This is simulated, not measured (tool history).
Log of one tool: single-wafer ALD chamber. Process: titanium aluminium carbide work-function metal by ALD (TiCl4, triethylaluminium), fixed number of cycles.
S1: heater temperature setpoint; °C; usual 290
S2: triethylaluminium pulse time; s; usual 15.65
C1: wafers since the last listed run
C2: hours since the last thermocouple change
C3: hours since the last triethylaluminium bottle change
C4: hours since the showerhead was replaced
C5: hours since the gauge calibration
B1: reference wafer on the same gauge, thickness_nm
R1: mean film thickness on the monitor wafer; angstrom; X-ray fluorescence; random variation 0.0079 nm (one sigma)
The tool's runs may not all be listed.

Run 1, hour 0: usual settings; C1 0; C2 2587.9; C3 1145.6; C4 5215.4; C5 930.1; B1 2.141. Result: R1 19.53 angstrom.
Run 2, hour 23.2: usual settings; C1 214; C2 2611.1; C3 1168.8; C4 5238.6; C5 953.3; B1 2.143. Result: R1 19.31 angstrom.
Run 3, hour 46.6: usual settings but S1 301 °C; C1 216; C2 2634.5; C3 1192.2; C4 5262; C5 976.7; B1 2.138. Result: R1 20.56 angstrom.
Run 4, hour 72.8: usual settings but S2 18.18 s; C1 242; C2 2660.7; C3 1218.4; C4 5288.2; C5 1002.9; B1 2.139. Result: R1 19.63 angstrom.
Run 5, hour 100.7: usual settings; C1 258; C2 2688.6; C3 1246.3; C4 5316.1; C5 1030.8; B1 2.142. Result: R1 19.5 angstrom.
At hour 110.1: showerhead replaced.
Run 6, hour 112.7: usual settings; C1 37; C2 2700.6; C3 1258.3; C4 2.6; C5 1042.8; B1 2.138. Result: R1 19.33 angstrom.
Run 7, hour 132: usual settings; C1 178; C2 2719.9; C3 1277.6; C4 21.9; C5 1062.1; B1 2.141. Result: R1 19.4 angstrom.
Run 8, hour 154.2: usual settings; C1 205; C2 2742.1; C3 1299.8; C4 44.1; C5 1084.3; B1 2.141. Result: R1 19.49 angstrom.
Run 9, hour 176.5: usual settings; C1 206; C2 2764.4; C3 1322.1; C4 66.4; C5 1106.6; B1 2.139. Result: R1 19.24 angstrom.
At hour 252.3: gauge calibrated.
At hour 284: thermocouple changed; heater temperature recalibrated.
Run 10, hour 284.5: usual settings; C1 925; C2 0.5; C3 1430.1; C4 174.4; C5 32.2; B1 2.143. Result: R1 19.35 angstrom.
Run 11, hour 289.7: usual settings but S1 280 °C, S2 11.17 s; C1 48; C2 5.7; C3 1435.3; C4 179.6; C5 37.4; B1 2.139. Result: R1 16.55 angstrom.
Run 12, hour 303: usual settings but S1 301 °C, S2 20.7 s; C1 123; C2 19; C3 1448.6; C4 192.9; C5 50.7; B1 2.138. Result: R1 20.85 angstrom.
Run 13, hour 331.3: usual settings but S1 277 °C, S2 12.74 s; C1 261; C2 47.3; C3 1476.9; C4 221.2; C5 79; B1 2.139. Result: R1 17 angstrom.
Run 14, hour 345.1: usual settings; C1 127; C2 61.1; C3 1490.7; C4 235; C5 92.8; B1 2.14. Result: R1 19.22 angstrom.
Run 15, hour 366.5: usual settings but S1 301 °C, S2 21.32 s; C1 197; C2 82.5; C3 1512.1; C4 256.4; C5 114.2; B1 2.138. Result: R1 20.89 angstrom.
Run 16, hour 380.2: usual settings but S1 282 °C, S2 13.23 s; C1 126; C2 96.2; C3 1525.8; C4 270.1; C5 127.9; B1 2.136. Result: R1 17.56 angstrom.
Run 17, hour 392.7: usual settings; C1 115; C2 108.7; C3 1538.3; C4 282.6; C5 140.4; B1 2.139. Result: R1 19.14 angstrom.
Run 18, hour 425: usual settings but S1 280 °C; C1 298; C2 141; C3 1570.6; C4 314.9; C5 172.7; B1 2.141. Result: R1 18.11 angstrom.
At hour 436.6: triethylaluminium bottle replaced.
Run 19, hour 443.2: usual settings but S1 281 °C, S2 10.14 s; C1 94; C2 159.2; C3 6.6; C4 333.1; C5 190.9; B1 2.14. Result: R1 17.93 angstrom.
Run 20, hour 477.4: usual settings but S1 302 °C, S2 12.98 s; C1 316; C2 193.4; C3 40.8; C4 367.3; C5 225.1; B1 2.14. Result: R1 20.82 angstrom.
Run 21, hour 510.2: usual settings but S1 303 °C, S2 19.9 s; C1 303; C2 226.2; C3 73.6; C4 400.1; C5 257.9; B1 2.142. Result: R1 21.35 angstrom.
Run 22, hour 545.9: usual settings but S2 10.05 s; C1 330; C2 261.9; C3 109.3; C4 435.8; C5 293.6; B1 2.139. Result: R1 18.52 angstrom.
Run 23, hour 579.3: usual settings; C1 308; C2 295.3; C3 142.7; C4 469.2; C5 327; B1 2.14. Result: R1 19.91 angstrom.
Run 24, hour 608.9: usual settings but S1 284 °C; C1 273; C2 324.9; C3 172.3; C4 498.8; C5 356.6; B1 2.14. Result: R1 19.23 angstrom.
Run 25, hour 627: usual settings but S1 295 °C, S2 21.29 s; C1 167; C2 343; C3 190.4; C4 516.9; C5 374.7; B1 2.14. Result: R1 20.42 angstrom.
Run 26, hour 640.2: usual settings but S1 298 °C, S2 19.92 s; C1 122; C2 356.2; C3 203.6; C4 530.1; C5 387.9; B1 2.142. Result: R1 20.69 angstrom.
Run 27, hour 672.9: usual settings but S1 277 °C, S2 19.59 s; C1 302; C2 388.9; C3 236.3; C4 562.8; C5 420.6; B1 2.14. Result: R1 18.68 angstrom.
Run 28, hour 696.1: usual settings but S2 18.24 s; C1 214; C2 412.1; C3 259.5; C4 586; C5 443.8; B1 2.14. Result: R1 19.88 angstrom.
Run 29, hour 713.4: usual settings but S1 283 °C, S2 13.79 s; C1 160; C2 429.4; C3 276.8; C4 603.3; C5 461.1; B1 2.142. Result: R1 18.86 angstrom.
Run 30, hour 733: usual settings; C1 181; C2 449; C3 296.4; C4 622.9; C5 480.7; B1 2.142. Result: R1 19.84 angstrom.
Run 31, hour 757.5: usual settings but S1 295 °C; C1 226; C2 473.5; C3 320.9; C4 647.4; C5 505.2; B1 2.141. Result: R1 20.28 angstrom.
Run 32, hour 780.1: usual settings but S2 21.05 s; C1 209; C2 496.1; C3 343.5; C4 670; C5 527.8; B1 2.139. Result: R1 19.95 angstrom.

Measured less the same run without the tool's hidden state. The same run-to-run variation is in both; the gauge's scatter may not be:
The hidden state here: wafer temperature above the value expected at the setpoint (K); triethylaluminium dose above that of a fresh bottle (%); gauge reads high (%).
run     R1
  1  -0.37
  2  -0.39
  3  -0.43
  4  -0.19
  5  -0.45
  6  -0.45
  7  -0.46
  8  -0.48
  9  -0.49
 10  -0.58
 11  -1.73
 12  -0.15
 13  -1.23
 14  -0.63
 15  -0.15
 16  -1.18
 17  -0.67
 18  -0.67
 19  -0.05
 20  -0.03
 21     +0
 22  -0.14
 23  -0.03
 24  -0.03
 25     +0
 26     +0
 27  -0.01
 28  -0.02
 29  -0.08
 30  -0.05
 31  -0.05
 32     +0
